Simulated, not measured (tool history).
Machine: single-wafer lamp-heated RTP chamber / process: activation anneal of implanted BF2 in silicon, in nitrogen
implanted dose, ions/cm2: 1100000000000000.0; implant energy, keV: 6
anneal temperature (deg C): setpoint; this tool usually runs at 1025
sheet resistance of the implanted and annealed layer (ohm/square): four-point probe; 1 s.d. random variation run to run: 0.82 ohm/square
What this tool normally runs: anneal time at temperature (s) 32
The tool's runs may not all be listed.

run,hour,anneal temperature (deg C),anneal time at temperature (s),wafers since the last listed run,wafers since the last pyrometer calibration,wafers since the reflector plate was cleaned,hours since the gauge calibration,"read-back reference wafer on the same gauge, sheet resistance",sheet resistance of the implanted and annealed layer (ohm/square)
1,0,1048,32,0,982,3927,137.2,184.11,184.27
2,16.8,1048,32,300,1282,4227,154,184.14,181.73
3,36,1048,32,343,1625,4570,173.2,183.65,180.87
4,67.1,1038,32,555,2181,5126,204.3,183.77,190.79
5,93,1038,32,462,2644,5589,230.2,183.91,190.8
6,118.9,1025,32,462,3107,6052,256.1,184.06,198.83
7,133.9,1025,32,268,3375,6320,271.1,184.27,198.65
8,167.7,1025,32,604,3979,6925,304.9,183.69,198.05
9,181.4,1025,40,244,4224,7169,318.6,184.11,189.92
# hour 242.8: reflector plate cleaned
10,282.4,1010,32,1662,5887,707,419.6,184.01,218.66
11,316.1,1010,32,602,6489,1310,453.3,184.06,218.41
12,328.8,1025,32,227,6716,1537,466,183.88,198.41
13,364.3,1025,32,634,7351,2171,501.5,183.84,198.13
# hour 402.2: pyrometer window cleaned and pyrometer calibrated
14,402.7,1025,32,543,8,2715,539.9,183.88,200.35
15,413.9,1025,32,200,208,2915,551.1,184.01,200.59
16,443.1,1025,32,521,730,3437,580.3,183.97,200.56
17,548.3,1025,42,1880,2610,5317,685.5,184.17,188.32
18,576.5,1050,40,504,3114,5821,713.7,184.01,171.23
19,595.6,1025,32,341,3456,6163,732.8,184.05,198.19
20,619.1,1003,13,420,3876,6583,756.3,184.15,310.57
21,654.1,1025,43,625,4502,7208,791.3,184.25,188.81
# hour 676.6: reflector plate cleaned
22,682.1,1050,14,357,4859,97,819.3,184,199.73
23,712.2,1025,32,538,5397,635,849.4,183.87,198.44
# hour 715.1: gauge calibrated
24,733.3,1025,16,377,5774,1012,18.2,184.13,231.4
25,745.4,1025,32,216,5991,1229,30.3,183.76,198.81
26,763.1,1042,23,316,6307,1545,48,183.81,195.54
27,776.8,1025,32,244,6552,1790,61.7,184,197.32
28,800.9,1001,21,430,6983,2221,85.8,184.27,270.24
29,824.1,1025,17,414,7397,2635,109,184.18,228.12
30,853.1,1025,51,518,7916,3154,138,183.85,183.18
31,877.6,1025,32,437,8354,3592,162.5,183.93,198.62
32,891.2,1025,32,243,8597,3835,176.1,183.84,197.28
33,915.5,1025,32,434,9031,4269,200.4,183.87,199.5
# hour 941.8: pyrometer window cleaned and pyrometer calibrated
34,942.3,1017,24,336,8,4605,227.2,184.01,226.62

Predict each of these 5 candidate next runs independently; none follows another, all start after run 34:
A,942.7,1025,20,7,15,4612,227.6,?,?
B,942.7,999,42,7,15,4612,227.6,?,?
C,942.7,1025,39,7,15,4612,227.6,?,?
D,942.7,1049,18,7,15,4612,227.6,?,?
E,942.7,1009,44,7,15,4612,227.6,?,?

run,"read-back reference wafer on the same gauge, sheet resistance",sheet resistance of the implanted and annealed layer (ohm/square)
A,183.84,226.67
B,183.84,235.51
C,183.84,194.7
D,183.84,198.17
E,183.84,211.12
Without the tool's unlogged condition, the same runs would have read:
run,sheet resistance of the implanted and annealed layer (ohm/square)
A,227.89
B,237.32
C,195.29
D,198.97
E,212.41
